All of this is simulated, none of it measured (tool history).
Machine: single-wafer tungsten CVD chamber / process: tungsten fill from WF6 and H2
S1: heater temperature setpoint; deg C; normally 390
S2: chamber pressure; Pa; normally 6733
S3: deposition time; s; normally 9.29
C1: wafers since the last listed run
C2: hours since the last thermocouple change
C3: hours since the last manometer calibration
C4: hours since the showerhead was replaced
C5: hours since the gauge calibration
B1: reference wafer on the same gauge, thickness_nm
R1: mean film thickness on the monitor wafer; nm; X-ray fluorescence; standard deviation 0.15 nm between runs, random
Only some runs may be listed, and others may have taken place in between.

{"run": 1, "hour": 0.0, "S1": 390, "S2": 7719, "S3": 9.29, "C1": 0, "C2": 887.7, "C3": 2071.7, "C4": 5626.8, "C5": 259.9, "B1": 27.149, "R1": 30.612}
{"run": 2, "hour": 70.1, "S1": 390, "S2": 7719, "S3": 9.29, "C1": 2084, "C2": 957.8, "C3": 2141.8, "C4": 5696.9, "C5": 330, "B1": 27.194, "R1": 30.662}
{"run": 3, "hour": 101.1, "S1": 390, "S2": 7719, "S3": 9.29, "C1": 921, "C2": 988.8, "C3": 2172.8, "C4": 5727.9, "C5": 361, "B1": 27.192, "R1": 30.479}
{"run": 4, "hour": 281.6, "S1": 390, "S2": 6733, "S3": 9.29, "C1": 5366, "C2": 1169.3, "C3": 2353.3, "C4": 5908.4, "C5": 541.5, "B1": 27.277, "R1": 28.662}
{"run": 5, "hour": 325.6, "S1": 390, "S2": 6733, "S3": 9.29, "C1": 1308, "C2": 1213.3, "C3": 2397.3, "C4": 5952.4, "C5": 585.5, "B1": 27.311, "R1": 28.824}
{"run": 6, "hour": 360.8, "S1": 390, "S2": 6733, "S3": 9.29, "C1": 1046, "C2": 1248.5, "C3": 2432.5, "C4": 5987.6, "C5": 620.7, "B1": 27.317, "R1": 29.262}
{"run": 7, "hour": 415.8, "S1": 390, "S2": 7119, "S3": 9.29, "C1": 1635, "C2": 1303.5, "C3": 2487.5, "C4": 6042.6, "C5": 675.7, "B1": 27.361, "R1": 29.632}
{"run": 8, "hour": 442.8, "S1": 390, "S2": 7119, "S3": 9.29, "C1": 802, "C2": 1330.5, "C3": 2514.5, "C4": 6069.6, "C5": 702.7, "B1": 27.343, "R1": 29.666}
{"run": 9, "hour": 501.0, "S1": 390, "S2": 7119, "S3": 9.29, "C1": 1730, "C2": 1388.7, "C3": 2572.7, "C4": 6127.8, "C5": 760.9, "B1": 27.415, "R1": 29.651}
{"run": 10, "hour": 563.1, "S1": 390, "S2": 6733, "S3": 9.29, "C1": 1846, "C2": 1450.8, "C3": 2634.8, "C4": 6189.9, "C5": 823, "B1": 27.454, "R1": 29.194}
{"run": 11, "hour": 608.8, "S1": 390, "S2": 6733, "S3": 9.29, "C1": 1358, "C2": 1496.5, "C3": 2680.5, "C4": 6235.6, "C5": 868.7, "B1": 27.491, "R1": 29.193}
{"hour": 676.3, "done": "capacitance manometer re-zeroed and calibrated"}
{"run": 12, "hour": 676.8, "S1": 390, "S2": 6733, "S3": 9.29, "C1": 1783, "C2": 1564.5, "C3": 0.5, "C4": 6303.6, "C5": 936.7, "B1": 27.555, "R1": 29.351}
{"run": 13, "hour": 713.1, "S1": 390, "S2": 6733, "S3": 9.29, "C1": 1079, "C2": 1600.8, "C3": 36.8, "C4": 6339.9, "C5": 973, "B1": 27.624, "R1": 29.098}
{"run": 14, "hour": 747.1, "S1": 390, "S2": 6733, "S3": 9.29, "C1": 1010, "C2": 1634.8, "C3": 70.8, "C4": 6373.9, "C5": 1007, "B1": 27.639, "R1": 29.249}
{"hour": 761.4, "done": "showerhead replaced"}
{"run": 15, "hour": 802.6, "S1": 390, "S2": 6733, "S3": 9.29, "C1": 1412, "C2": 1690.3, "C3": 126.3, "C4": 41.2, "C5": 1062.5, "B1": 27.71, "R1": 29.202}
{"run": 16, "hour": 863.1, "S1": 390, "S2": 6733, "S3": 9.29, "C1": 1798, "C2": 1750.8, "C3": 186.8, "C4": 101.7, "C5": 1123, "B1": 27.747, "R1": 29.286}
{"run": 17, "hour": 897.4, "S1": 390, "S2": 6133, "S3": 9.29, "C1": 1019, "C2": 1785.1, "C3": 221.1, "C4": 136, "C5": 1157.3, "B1": 27.806, "R1": 28.014}
{"run": 18, "hour": 947.7, "S1": 390, "S2": 6733, "S3": 9.29, "C1": 1495, "C2": 1835.4, "C3": 271.4, "C4": 186.3, "C5": 1207.6, "B1": 27.841, "R1": 29.264}
{"hour": 977.4, "done": "thermocouple changed; heater temperature recalibrated"}
{"run": 19, "hour": 995.6, "S1": 390, "S2": 8386, "S3": 7.45, "C1": 1186, "C2": 18.2, "C3": 319.3, "C4": 234.2, "C5": 1255.5, "B1": 27.928, "R1": 26.194}
{"run": 20, "hour": 1064.6, "S1": 390, "S2": 7906, "S3": 9.29, "C1": 2051, "C2": 87.2, "C3": 388.3, "C4": 303.2, "C5": 1324.5, "B1": 27.961, "R1": 31.591}
{"run": 21, "hour": 1112.3, "S1": 390, "S2": 6733, "S3": 9.29, "C1": 1418, "C2": 134.9, "C3": 436, "C4": 350.9, "C5": 1372.2, "B1": 28.026, "R1": 29.478}
{"run": 22, "hour": 1154.6, "S1": 390, "S2": 6733, "S3": 9.29, "C1": 1257, "C2": 177.2, "C3": 478.3, "C4": 393.2, "C5": 1414.5, "B1": 28.145, "R1": 29.67}
{"run": 23, "hour": 1307.0, "S1": 390, "S2": 6733, "S3": 10.53, "C1": 4530, "C2": 329.6, "C3": 630.7, "C4": 545.6, "C5": 1566.9, "B1": 28.336, "R1": 33.838}
{"run": 24, "hour": 1370.6, "S1": 404, "S2": 5693, "S3": 10.5, "C1": 1890, "C2": 393.2, "C3": 694.3, "C4": 609.2, "C5": 1630.5, "B1": 28.45, "R1": 39.261}
{"hour": 1388.6, "done": "gauge calibrated"}
{"run": 25, "hour": 1423.8, "S1": 396, "S2": 7599, "S3": 9.29, "C1": 1581, "C2": 446.4, "C3": 747.5, "C4": 662.4, "C5": 35.2, "B1": 27.456, "R1": 33.99}
{"run": 26, "hour": 1463.2, "S1": 390, "S2": 5280, "S3": 9.29, "C1": 1171, "C2": 485.8, "C3": 786.9, "C4": 701.8, "C5": 74.6, "B1": 27.447, "R1": 26.144}
{"run": 27, "hour": 1488.9, "S1": 390, "S2": 6733, "S3": 7.54, "C1": 764, "C2": 511.5, "C3": 812.6, "C4": 727.5, "C5": 100.3, "B1": 27.489, "R1": 23.547}
{"run": 28, "hour": 1529.0, "S1": 403, "S2": 7399, "S3": 9.29, "C1": 1192, "C2": 551.6, "C3": 852.7, "C4": 767.6, "C5": 140.4, "B1": 27.456, "R1": 37.821}
{"run": 29, "hour": 1559.5, "S1": 390, "S2": 6733, "S3": 7.87, "C1": 906, "C2": 582.1, "C3": 883.2, "C4": 798.1, "C5": 170.9, "B1": 27.475, "R1": 24.6}
{"run": 30, "hour": 1595.7, "S1": 402, "S2": 6733, "S3": 7.47, "C1": 1076, "C2": 618.3, "C3": 919.4, "C4": 834.3, "C5": 207.1, "B1": 27.44, "R1": 28.14}
{"run": 31, "hour": 1635.6, "S1": 390, "S2": 6733, "S3": 10.18, "C1": 1186, "C2": 658.2, "C3": 959.3, "C4": 874.2, "C5": 247, "B1": 27.429, "R1": 31.92}
{"run": 32, "hour": 1680.2, "S1": 390, "S2": 6733, "S3": 9.29, "C1": 1325, "C2": 702.8, "C3": 1003.9, "C4": 918.8, "C5": 291.6, "B1": 27.496, "R1": 29.013}
{"run": 33, "hour": 1736.1, "S1": 390, "S2": 7893, "S3": 9.29, "C1": 1661, "C2": 758.7, "C3": 1059.8, "C4": 974.7, "C5": 347.5, "B1": 27.472, "R1": 31.301}
{"run": 34, "hour": 1776.0, "S1": 386, "S2": 5866, "S3": 10.5, "C1": 1186, "C2": 798.6, "C3": 1099.7, "C4": 1014.6, "C5": 387.4, "B1": 27.511, "R1": 28.662}
{"run": 35, "hour": 1803.9, "S1": 390, "S2": 6733, "S3": 9.29, "C1": 829, "C2": 826.5, "C3": 1127.6, "C4": 1042.5, "C5": 415.3, "B1": 27.49, "R1": 28.979}

What if the next run were any one of these 3? Each begins from the tool's condition after run 35:
{"run": "A", "hour": 1804.3, "S1": 399, "S2": 6733, "S3": 9.29, "C1": 11, "C2": 826.9, "C3": 1128, "C4": 1042.9, "C5": 415.7, "B1": "?", "R1": "?"}
{"run": "B", "hour": 1804.3, "S1": 399, "S2": 6733, "S3": 8.66, "C1": 11, "C2": 826.9, "C3": 1128, "C4": 1042.9, "C5": 415.7, "B1": "?", "R1": "?"}
{"run": "C", "hour": 1804.3, "S1": 378, "S2": 7386, "S3": 9.29, "C1": 11, "C2": 826.9, "C3": 1128, "C4": 1042.9, "C5": 415.7, "B1": "?", "R1": "?"}

run=A B1=27.523 R1=33.665
run=B B1=27.523 R1=31.374
run=C B1=27.523 R1=24.544
The same runs, with their run-to-run variation unchanged, on a tool lacking any hidden condition would have given:
run=A R1=33.389
run=B R1=31.117
run=C R1=24.342

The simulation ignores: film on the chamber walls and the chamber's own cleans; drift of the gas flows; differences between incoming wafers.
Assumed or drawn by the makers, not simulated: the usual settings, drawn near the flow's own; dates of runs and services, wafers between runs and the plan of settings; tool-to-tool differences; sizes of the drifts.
